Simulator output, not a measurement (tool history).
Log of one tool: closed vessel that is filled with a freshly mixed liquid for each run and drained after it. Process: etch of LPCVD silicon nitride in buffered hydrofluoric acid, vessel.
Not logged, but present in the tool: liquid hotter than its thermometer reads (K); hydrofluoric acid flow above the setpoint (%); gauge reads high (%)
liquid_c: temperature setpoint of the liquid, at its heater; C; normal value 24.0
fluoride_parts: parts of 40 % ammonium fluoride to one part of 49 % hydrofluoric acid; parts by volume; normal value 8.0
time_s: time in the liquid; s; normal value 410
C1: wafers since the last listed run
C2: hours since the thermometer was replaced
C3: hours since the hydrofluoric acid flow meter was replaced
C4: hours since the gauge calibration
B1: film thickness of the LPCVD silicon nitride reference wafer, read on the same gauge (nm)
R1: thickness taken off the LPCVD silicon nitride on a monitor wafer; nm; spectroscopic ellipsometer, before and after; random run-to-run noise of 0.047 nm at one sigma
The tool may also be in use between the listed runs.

{"run": 1, "hour": 0.0, "liquid_c": 24.0, "fluoride_parts": 8.0, "time_s": 410, "C1": 0, "C2": 2055.8, "C3": 962.9, "C4": 21.7, "B1": 39.94, "R1": 7.42}
{"run": 2, "hour": 11.8, "liquid_c": 24.0, "fluoride_parts": 8.0, "time_s": 410, "C1": 657, "C2": 2067.6, "C3": 974.7, "C4": 33.5, "B1": 40.0, "R1": 7.42}
{"run": 3, "hour": 20.1, "liquid_c": 24.0, "fluoride_parts": 8.0, "time_s": 410, "C1": 462, "C2": 2075.9, "C3": 983.0, "C4": 41.8, "B1": 39.99, "R1": 7.36}
{"run": 4, "hour": 31.1, "liquid_c": 24.0, "fluoride_parts": 8.0, "time_s": 410, "C1": 613, "C2": 2086.9, "C3": 994.0, "C4": 52.8, "B1": 40.01, "R1": 7.47}
{"run": 5, "hour": 48.5, "liquid_c": 24.0, "fluoride_parts": 8.0, "time_s": 410, "C1": 969, "C2": 2104.3, "C3": 1011.4, "C4": 70.2, "B1": 40.01, "R1": 7.4}
{"run": 6, "hour": 64.2, "liquid_c": 24.0, "fluoride_parts": 8.0, "time_s": 410, "C1": 875, "C2": 2120.0, "C3": 1027.1, "C4": 85.9, "B1": 40.02, "R1": 7.38}
{"run": 7, "hour": 84.1, "liquid_c": 24.0, "fluoride_parts": 8.0, "time_s": 410, "C1": 1109, "C2": 2139.9, "C3": 1047.0, "C4": 105.8, "B1": 40.06, "R1": 7.39}
{"run": 8, "hour": 101.3, "liquid_c": 24.0, "fluoride_parts": 8.0, "time_s": 410, "C1": 958, "C2": 2157.1, "C3": 1064.2, "C4": 123.0, "B1": 39.99, "R1": 7.4}
{"run": 9, "hour": 109.5, "liquid_c": 24.0, "fluoride_parts": 9.5, "time_s": 410, "C1": 457, "C2": 2165.3, "C3": 1072.4, "C4": 131.2, "B1": 39.97, "R1": 6.33}
{"run": 10, "hour": 117.7, "liquid_c": 24.0, "fluoride_parts": 8.0, "time_s": 595, "C1": 457, "C2": 2173.5, "C3": 1080.6, "C4": 139.4, "B1": 40.0, "R1": 10.84}
{"run": 11, "hour": 127.2, "liquid_c": 24.0, "fluoride_parts": 8.0, "time_s": 595, "C1": 529, "C2": 2183.0, "C3": 1090.1, "C4": 148.9, "B1": 39.97, "R1": 10.86}
{"run": 12, "hour": 133.5, "liquid_c": 24.0, "fluoride_parts": 8.0, "time_s": 595, "C1": 351, "C2": 2189.3, "C3": 1096.4, "C4": 155.2, "B1": 39.99, "R1": 10.77}
{"run": 13, "hour": 141.9, "liquid_c": 24.0, "fluoride_parts": 8.0, "time_s": 230, "C1": 468, "C2": 2197.7, "C3": 1104.8, "C4": 163.6, "B1": 40.01, "R1": 4.13}
{"run": 14, "hour": 148.0, "liquid_c": 24.0, "fluoride_parts": 8.0, "time_s": 230, "C1": 340, "C2": 2203.8, "C3": 1110.9, "C4": 169.7, "B1": 40.01, "R1": 4.17}
{"run": 15, "hour": 157.8, "liquid_c": 22.0, "fluoride_parts": 6.5, "time_s": 410, "C1": 546, "C2": 2213.6, "C3": 1120.7, "C4": 179.5, "B1": 39.98, "R1": 8.24}
{"run": 16, "hour": 172.5, "liquid_c": 27.0, "fluoride_parts": 6.0, "time_s": 180, "C1": 819, "C2": 2228.3, "C3": 1135.4, "C4": 194.2, "B1": 39.98, "R1": 5.03}
{"run": 17, "hour": 188.2, "liquid_c": 24.0, "fluoride_parts": 9.5, "time_s": 225, "C1": 875, "C2": 2244.0, "C3": 1151.1, "C4": 209.9, "B1": 39.99, "R1": 3.44}
{"run": 18, "hour": 200.0, "liquid_c": 24.0, "fluoride_parts": 8.0, "time_s": 410, "C1": 657, "C2": 2255.8, "C3": 1162.9, "C4": 221.7, "B1": 40.03, "R1": 7.33}
{"hour": 206.1, "done": "hydrofluoric acid flow meter replaced"}
{"run": 19, "hour": 211.3, "liquid_c": 24.0, "fluoride_parts": 8.0, "time_s": 410, "C1": 574, "C2": 2267.1, "C3": 5.2, "C4": 233.0, "B1": 40.0, "R1": 7.44}
{"run": 20, "hour": 222.2, "liquid_c": 26.0, "fluoride_parts": 8.0, "time_s": 410, "C1": 607, "C2": 2278.0, "C3": 16.1, "C4": 243.9, "B1": 40.02, "R1": 8.32}
{"run": 21, "hour": 237.0, "liquid_c": 24.0, "fluoride_parts": 8.0, "time_s": 605, "C1": 825, "C2": 2292.8, "C3": 30.9, "C4": 258.7, "B1": 40.01, "R1": 11.15}
{"run": 22, "hour": 253.3, "liquid_c": 24.0, "fluoride_parts": 10.5, "time_s": 285, "C1": 908, "C2": 2309.1, "C3": 47.2, "C4": 275.0, "B1": 40.02, "R1": 4.07}
{"run": 23, "hour": 287.8, "liquid_c": 19.5, "fluoride_parts": 5.5, "time_s": 570, "C1": 1923, "C2": 2343.6, "C3": 81.7, "C4": 309.5, "B1": 39.98, "R1": 11.68}
{"hour": 288.4, "done": "gauge calibrated"}
{"hour": 293.5, "done": "thermometer replaced"}
{"run": 24, "hour": 297.0, "liquid_c": 24.0, "fluoride_parts": 8.0, "time_s": 410, "C1": 457, "C2": 3.5, "C3": 90.9, "C4": 8.6, "B1": 40.03, "R1": 6.46}
{"run": 25, "hour": 313.3, "liquid_c": 24.0, "fluoride_parts": 8.0, "time_s": 585, "C1": 908, "C2": 19.8, "C3": 107.2, "C4": 24.9, "B1": 40.01, "R1": 9.41}
{"run": 26, "hour": 322.1, "liquid_c": 24.0, "fluoride_parts": 8.0, "time_s": 195, "C1": 490, "C2": 28.6, "C3": 116.0, "C4": 33.7, "B1": 40.04, "R1": 3.16}
{"run": 27, "hour": 337.2, "liquid_c": 24.0, "fluoride_parts": 8.0, "time_s": 410, "C1": 841, "C2": 43.7, "C3": 131.1, "C4": 48.8, "B1": 40.03, "R1": 6.59}
{"run": 28, "hour": 351.7, "liquid_c": 24.0, "fluoride_parts": 9.0, "time_s": 170, "C1": 808, "C2": 58.2, "C3": 145.6, "C4": 63.3, "B1": 40.05, "R1": 2.43}
{"run": 29, "hour": 359.9, "liquid_c": 24.0, "fluoride_parts": 10.0, "time_s": 410, "C1": 457, "C2": 66.4, "C3": 153.8, "C4": 71.5, "B1": 40.02, "R1": 5.48}
{"run": 30, "hour": 381.7, "liquid_c": 24.0, "fluoride_parts": 8.0, "time_s": 410, "C1": 1215, "C2": 88.2, "C3": 175.6, "C4": 93.3, "B1": 39.99, "R1": 6.72}
{"run": 31, "hour": 398.7, "liquid_c": 27.5, "fluoride_parts": 9.5, "time_s": 295, "C1": 947, "C2": 105.2, "C3": 192.6, "C4": 110.3, "B1": 39.99, "R1": 4.86}
{"run": 32, "hour": 409.6, "liquid_c": 24.0, "fluoride_parts": 5.5, "time_s": 410, "C1": 607, "C2": 116.1, "C3": 203.5, "C4": 121.2, "B1": 40.02, "R1": 9.33}
{"run": 33, "hour": 452.6, "liquid_c": 25.5, "fluoride_parts": 6.5, "time_s": 410, "C1": 2397, "C2": 159.1, "C3": 246.5, "C4": 164.2, "B1": 40.0, "R1": 8.86}

Each row is a separate what-if for the run after 33, all from the same tool condition, not one after another. Results?
{"run": "A", "hour": 453.4, "liquid_c": 26.5, "fluoride_parts": 8.0, "time_s": 410, "C1": 44, "C2": 159.9, "C3": 247.3, "C4": 165.0, "B1": "?", "R1": "?"}
{"run": "B", "hour": 453.4, "liquid_c": 24.0, "fluoride_parts": 8.0, "time_s": 495, "C1": 44, "C2": 159.9, "C3": 247.3, "C4": 165.0, "B1": "?", "R1": "?"}
{"run": "C", "hour": 453.4, "liquid_c": 19.5, "fluoride_parts": 6.0, "time_s": 410, "C1": 44, "C2": 159.9, "C3": 247.3, "C4": 165.0, "B1": "?", "R1": "?"}

run=A B1=40.00 R1=7.61
run=B B1=40.00 R1=8.03
run=C B1=40.00 R1=6.86
Without the tool's unlogged condition, the same runs would have read:
run=A R1=7.37
run=B R1=7.77
run=C R1=6.63
